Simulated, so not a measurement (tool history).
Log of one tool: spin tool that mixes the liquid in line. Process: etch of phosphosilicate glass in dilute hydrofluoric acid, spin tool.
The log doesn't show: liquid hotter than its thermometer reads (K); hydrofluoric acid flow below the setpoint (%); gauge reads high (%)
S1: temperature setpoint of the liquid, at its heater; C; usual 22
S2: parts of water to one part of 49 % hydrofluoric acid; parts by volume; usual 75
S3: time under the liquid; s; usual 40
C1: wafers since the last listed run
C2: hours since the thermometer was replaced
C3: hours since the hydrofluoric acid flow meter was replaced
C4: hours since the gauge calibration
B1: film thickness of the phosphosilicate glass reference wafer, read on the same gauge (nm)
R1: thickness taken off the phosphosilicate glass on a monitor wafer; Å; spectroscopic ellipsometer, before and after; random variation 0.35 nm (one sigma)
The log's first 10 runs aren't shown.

{"run": 11, "hour": 110.2, "S1": 22, "S2": 75, "S3": 40, "C1": 64, "C2": 1571.9, "C3": 548, "C4": 187.9, "B1": 40.03, "R1": 464.8}
{"run": 12, "hour": 127.7, "S1": 22, "S2": 75, "S3": 40, "C1": 189, "C2": 1589.4, "C3": 565.5, "C4": 205.4, "B1": 40.01, "R1": 463.7}
{"hour": 130.4, "done": "hydrofluoric acid flow meter replaced"}
{"run": 13, "hour": 141.4, "S1": 22, "S2": 75, "S3": 40, "C1": 137, "C2": 1603.1, "C3": 11, "C4": 219.1, "B1": 40.01, "R1": 482.6}
{"run": 14, "hour": 151.8, "S1": 19, "S2": 75, "S3": 40, "C1": 112, "C2": 1613.5, "C3": 21.4, "C4": 229.5, "B1": 40.01, "R1": 428.5}
{"run": 15, "hour": 167.1, "S1": 19, "S2": 75, "S3": 40, "C1": 165, "C2": 1628.8, "C3": 36.7, "C4": 244.8, "B1": 39.97, "R1": 424.3}
{"run": 16, "hour": 179.6, "S1": 22, "S2": 105, "S3": 40, "C1": 135, "C2": 1641.3, "C3": 49.2, "C4": 257.3, "B1": 40.05, "R1": 330.4}
{"run": 17, "hour": 222.9, "S1": 22, "S2": 75, "S3": 40, "C1": 468, "C2": 1684.6, "C3": 92.5, "C4": 300.6, "B1": 39.99, "R1": 483.1}
{"run": 18, "hour": 234.0, "S1": 25, "S2": 100, "S3": 40, "C1": 120, "C2": 1695.7, "C3": 103.6, "C4": 311.7, "B1": 39.98, "R1": 395}
{"run": 19, "hour": 244.2, "S1": 23.5, "S2": 75, "S3": 40, "C1": 110, "C2": 1705.9, "C3": 113.8, "C4": 321.9, "B1": 39.98, "R1": 511.4}
{"run": 20, "hour": 259.2, "S1": 22, "S2": 75, "S3": 40, "C1": 162, "C2": 1720.9, "C3": 128.8, "C4": 336.9, "B1": 40.04, "R1": 476.7}
{"run": 21, "hour": 271.7, "S1": 19.5, "S2": 40, "S3": 30, "C1": 135, "C2": 1733.4, "C3": 141.3, "C4": 349.4, "B1": 40.02, "R1": 638.2}
{"run": 22, "hour": 278.1, "S1": 22, "S2": 75, "S3": 40, "C1": 69, "C2": 1739.8, "C3": 147.7, "C4": 355.8, "B1": 40.04, "R1": 481.1}
{"run": 23, "hour": 288.5, "S1": 24.5, "S2": 95, "S3": 20, "C1": 112, "C2": 1750.2, "C3": 158.1, "C4": 366.2, "B1": 39.99, "R1": 202.9}
{"run": 24, "hour": 296.2, "S1": 22, "S2": 75, "S3": 40, "C1": 83, "C2": 1757.9, "C3": 165.8, "C4": 373.9, "B1": 40, "R1": 477.5}
{"run": 25, "hour": 306.7, "S1": 24, "S2": 75, "S3": 35, "C1": 113, "C2": 1768.4, "C3": 176.3, "C4": 384.4, "B1": 40.04, "R1": 452}
{"hour": 314.1, "done": "thermometer replaced"}
{"run": 26, "hour": 314.6, "S1": 22, "S2": 75, "S3": 40, "C1": 74, "C2": 0.5, "C3": 184.2, "C4": 392.3, "B1": 40.02, "R1": 482.3}
{"hour": 315.6, "done": "gauge calibrated"}
{"run": 27, "hour": 364.2, "S1": 23.5, "S2": 45, "S3": 40, "C1": 537, "C2": 50.1, "C3": 233.8, "C4": 48.6, "B1": 40.02, "R1": 871.1}
{"run": 28, "hour": 380.4, "S1": 17.5, "S2": 40, "S3": 15, "C1": 175, "C2": 66.3, "C3": 250, "C4": 64.8, "B1": 40.04, "R1": 286.3}
{"run": 29, "hour": 394.7, "S1": 26, "S2": 85, "S3": 20, "C1": 154, "C2": 80.6, "C3": 264.3, "C4": 79.1, "B1": 40, "R1": 240.9}
{"run": 30, "hour": 405.1, "S1": 22, "S2": 60, "S3": 60, "C1": 112, "C2": 91, "C3": 274.7, "C4": 89.5, "B1": 39.98, "R1": 900.8}
{"run": 31, "hour": 411.2, "S1": 25, "S2": 60, "S3": 20, "C1": 66, "C2": 97.1, "C3": 280.8, "C4": 95.6, "B1": 40.05, "R1": 341.4}
{"run": 32, "hour": 423.3, "S1": 25.5, "S2": 110, "S3": 50, "C1": 131, "C2": 109.2, "C3": 292.9, "C4": 107.7, "B1": 39.98, "R1": 446.7}

3 ways to go on from here, each from the tool as it stands after run 32. What would each give?
{"run": "A", "hour": 423.7, "S1": 26.5, "S2": 75, "S3": 40, "C1": 4, "C2": 109.6, "C3": 293.3, "C4": 108.1, "B1": "?", "R1": "?"}
{"run": "B", "hour": 423.7, "S1": 20, "S2": 100, "S3": 15, "C1": 4, "C2": 109.6, "C3": 293.3, "C4": 108.1, "B1": "?", "R1": "?"}
{"run": "C", "hour": 423.7, "S1": 22, "S2": 100, "S3": 40, "C1": 4, "C2": 109.6, "C3": 293.3, "C4": 108.1, "B1": "?", "R1": "?"}

run=A B1=39.95 R1=571.5
run=B B1=39.95 R1=119.9
run=C B1=39.95 R1=346.9
Without the tool's hidden state the same runs would have given:
run=A R1=584.5
run=B R1=122.7
run=C R1=354.9
